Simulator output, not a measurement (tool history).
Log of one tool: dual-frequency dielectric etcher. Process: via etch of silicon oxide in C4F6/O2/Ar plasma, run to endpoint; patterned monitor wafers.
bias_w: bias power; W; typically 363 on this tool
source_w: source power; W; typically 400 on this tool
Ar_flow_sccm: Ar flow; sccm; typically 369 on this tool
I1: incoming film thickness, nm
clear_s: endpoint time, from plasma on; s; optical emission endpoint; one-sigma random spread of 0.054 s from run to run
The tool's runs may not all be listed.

Run 1, day 0: usual settings; I1 72.9. Result: clear_s 17.7 s.
Run 2, day 0.954: usual settings but source_w 430 W, Ar_flow_sccm 337 sccm; I1 72. Result: clear_s 16.8 s.
Run 3, day 1.962: usual settings but source_w 430 W, Ar_flow_sccm 337 sccm; I1 72.4. Result: clear_s 16.8 s.
Run 4, day 2.592: usual settings but source_w 430 W, Ar_flow_sccm 337 sccm; I1 72.7. Result: clear_s 16.9 s.
Run 5, day 3.2: usual settings but bias_w 306 W, source_w 350 W; I1 72.6. Result: clear_s 19.7 s.
Run 6, day 4.067: usual settings but bias_w 306 W, source_w 350 W; I1 71.9. Result: clear_s 19.4 s.
Run 7, day 4.833: usual settings; I1 72.4. Result: clear_s 17.4 s.
Run 8, day 5.75: usual settings; I1 72.9. Result: clear_s 17.4 s.
At day 7.271: wet clean of the chamber.
Run 9, day 7.292: usual settings; I1 72.8. Result: clear_s 18 s.
Run 10, day 7.621: usual settings; I1 72.2. Result: clear_s 18 s.
Run 11, day 8.183: usual settings; I1 72.2. Result: clear_s 17.9 s.
Run 12, day 9.479: usual settings but source_w 450 W; I1 72.8. Result: clear_s 17.2 s.
Run 13, day 10.517: usual settings but bias_w 309 W, source_w 370 W, Ar_flow_sccm 450 sccm; I1 72.6. Result: clear_s 20.1 s.
Run 14, day 11.446: usual settings; I1 73. Result: clear_s 18.1 s.
Run 15, day 12.488: usual settings; I1 72.9. Result: clear_s 18 s.
At day 13.721: upper electrode replaced.
Run 16, day 13.742: usual settings but Ar_flow_sccm 332 sccm; I1 72.1. Result: clear_s 17.6 s.
Run 17, day 14.012: usual settings but bias_w 405 W, Ar_flow_sccm 310 sccm; I1 73.5. Result: clear_s 17.1 s.
At day 14.471: bias power generator calibrated.
At day 14.558: Ar flow controller replaced.
Run 18, day 15.404: usual settings but source_w 310 W; I1 72.5. Result: clear_s 19.8 s.
At day 15.592: source power generator calibrated.
Run 19, day 16.154: usual settings; I1 71.7. Result: clear_s 17.6 s.
Run 20, day 18.612: usual settings but bias_w 282 W, source_w 360 W, Ar_flow_sccm 286 sccm; I1 72.9. Result: clear_s 20 s.
Run 21, day 19.354: usual settings but source_w 490 W, Ar_flow_sccm 415 sccm; I1 72. Result: clear_s 16.5 s.
Run 22, day 19.933: usual settings but source_w 310 W, Ar_flow_sccm 431 sccm; I1 72.4. Result: clear_s 19.9 s.

Here are 4 independent what-if runs from the current tool condition. What would each one return?
Run A, day 19.95: usual settings; I1 73.5. Result: clear_s ?.
Run B, day 19.95: usual settings but Ar_flow_sccm 406 sccm; I1 73.5. Result: clear_s ?.
Run C, day 19.95: usual settings but source_w 480 W, Ar_flow_sccm 401 sccm; I1 73.5. Result: clear_s ?.
Run D, day 19.95: usual settings but source_w 450 W, Ar_flow_sccm 322 sccm; I1 73.5. Result: clear_s ?.

run  clear_s
  A       18
  B     18.1
  C     16.8
  D       17
Had the tool no hidden state, the same runs would have come out as:
run  clear_s
  A     18.2
  B     18.4
  C       17
  D     17.2

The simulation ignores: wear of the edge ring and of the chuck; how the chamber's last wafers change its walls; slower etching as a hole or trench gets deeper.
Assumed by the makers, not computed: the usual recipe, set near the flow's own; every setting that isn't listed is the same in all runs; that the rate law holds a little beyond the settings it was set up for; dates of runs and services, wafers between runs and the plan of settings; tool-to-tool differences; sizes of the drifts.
